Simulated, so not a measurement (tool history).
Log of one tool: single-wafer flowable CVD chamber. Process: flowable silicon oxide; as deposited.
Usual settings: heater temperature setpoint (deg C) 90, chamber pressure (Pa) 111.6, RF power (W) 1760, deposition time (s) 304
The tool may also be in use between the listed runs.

| run | day | heater temperature setpoint (deg C) | chamber pressure (Pa) | RF power (W) | deposition time (s) | read-back reference wafer on the same gauge, thickness_nm | mean film thickness on the monitor wafer (angstrom) |
|---|---|---|---|---|---|---|---|
| 1 | 0 | 90 | 111.6 | 1760 | 304 | 257.029 | 2505.43 |
|  | 0.354 | gauge calibrated |
|  | 4.408 | thermocouple changed; heater temperature recalibrated |
| 2 | 11.758 | 90 | 111.6 | 1760 | 304 | 257.267 | 2488.61 |
| 3 | 13.904 | 90 | 111.6 | 1760 | 304 | 256.796 | 2496.64 |
| 4 | 16.679 | 90 | 111.6 | 1550 | 304 | 257.173 | 2312.7 |
| 5 | 20.271 | 90 | 111.6 | 1550 | 304 | 257.038 | 2307.79 |
| 6 | 22.688 | 90 | 111.6 | 1760 | 304 | 257.049 | 2485.94 |
|  | 24.596 | RF generator calibrated |
| 7 | 26.271 | 94 | 111.6 | 1760 | 304 | 257.374 | 2161.42 |
| 8 | 29.167 | 90 | 111.6 | 1760 | 304 | 256.749 | 2506.46 |
|  | 31.496 | capacitance manometer re-zeroed and calibrated |
| 9 | 33.546 | 90 | 111.6 | 1760 | 304 | 257.335 | 2498.01 |
| 10 | 38.038 | 84 | 111.6 | 1560 | 304 | 256.726 | 2874.65 |
| 11 | 41.571 | 90 | 111.6 | 1760 | 344 | 256.761 | 2836.87 |
|  | 45.058 | showerhead replaced, of another model than before |
| 12 | 45.342 | 103 | 120.7 | 1980 | 254 | 257.086 | 1405.78 |
| 13 | 47.675 | 90 | 88 | 1600 | 304 | 256.946 | 2049.08 |
| 14 | 51.958 | 90 | 102.4 | 1760 | 251 | 257.167 | 1951.95 |
| 15 | 55.533 | 90 | 111.6 | 1760 | 304 | 257.187 | 2510.86 |
| 16 | 59.979 | 97 | 111.6 | 1760 | 304 | 256.509 | 1929.62 |
| 17 | 62.442 | 90 | 111.6 | 1760 | 304 | 256.927 | 2498.16 |
| 18 | 65.762 | 90 | 111.6 | 1860 | 304 | 257.064 | 2543.51 |
| 19 | 67.742 | 97 | 134.4 | 1760 | 304 | 257.049 | 2203.7 |
| 20 | 71.904 | 90 | 111.6 | 1545 | 279 | 256.946 | 2183.56 |
| 21 | 73.779 | 90 | 103.7 | 1430 | 304 | 256.685 | 2178.9 |
| 22 | 80.542 | 90 | 111.6 | 1760 | 304 | 256.776 | 2506.54 |
| 23 | 84.608 | 102 | 111.6 | 1760 | 304 | 256.757 | 1576 |
|  | 85.267 | thermocouple changed; heater temperature recalibrated |
| 24 | 86.517 | 90 | 135.1 | 1455 | 274 | 257.157 | 2407.08 |
| 25 | 88.379 | 96 | 111.6 | 1760 | 283 | 257.081 | 1861.04 |
| 26 | 91.212 | 90 | 104 | 1905 | 304 | 256.653 | 2434.47 |
| 27 | 95.712 | 90 | 84.3 | 1760 | 304 | 256.938 | 2041.42 |

Forecast each of these 5 alternatives for the next run:
| A | 95.733 | 80 | 111.6 | 1760 | 304 | ? | ? |
| B | 95.733 | 90 | 120.8 | 1935 | 325 | ? | ? |
| C | 95.733 | 90 | 126.3 | 1655 | 354 | ? | ? |
| D | 95.733 | 90 | 88.4 | 2005 | 329 | ? | ? |
| E | 95.733 | 86 | 111.6 | 1760 | 304 | ? | ? |

| run | read-back reference wafer on the same gauge, thickness_nm | mean film thickness on the monitor wafer (angstrom) |
|---|---|---|
| A | 257.002 | 3478.84 |
| B | 257.002 | 2911.4 |
| C | 257.002 | 3112.83 |
| D | 257.002 | 2366.98 |
| E | 257.002 | 2846.54 |
Without the tool's hidden state the same runs would have given:
| run | mean film thickness on the monitor wafer (angstrom) |
|---|---|
| A | 3512.55 |
| B | 2934.25 |
| C | 3142.99 |
| D | 2382.72 |
| E | 2874.12 |

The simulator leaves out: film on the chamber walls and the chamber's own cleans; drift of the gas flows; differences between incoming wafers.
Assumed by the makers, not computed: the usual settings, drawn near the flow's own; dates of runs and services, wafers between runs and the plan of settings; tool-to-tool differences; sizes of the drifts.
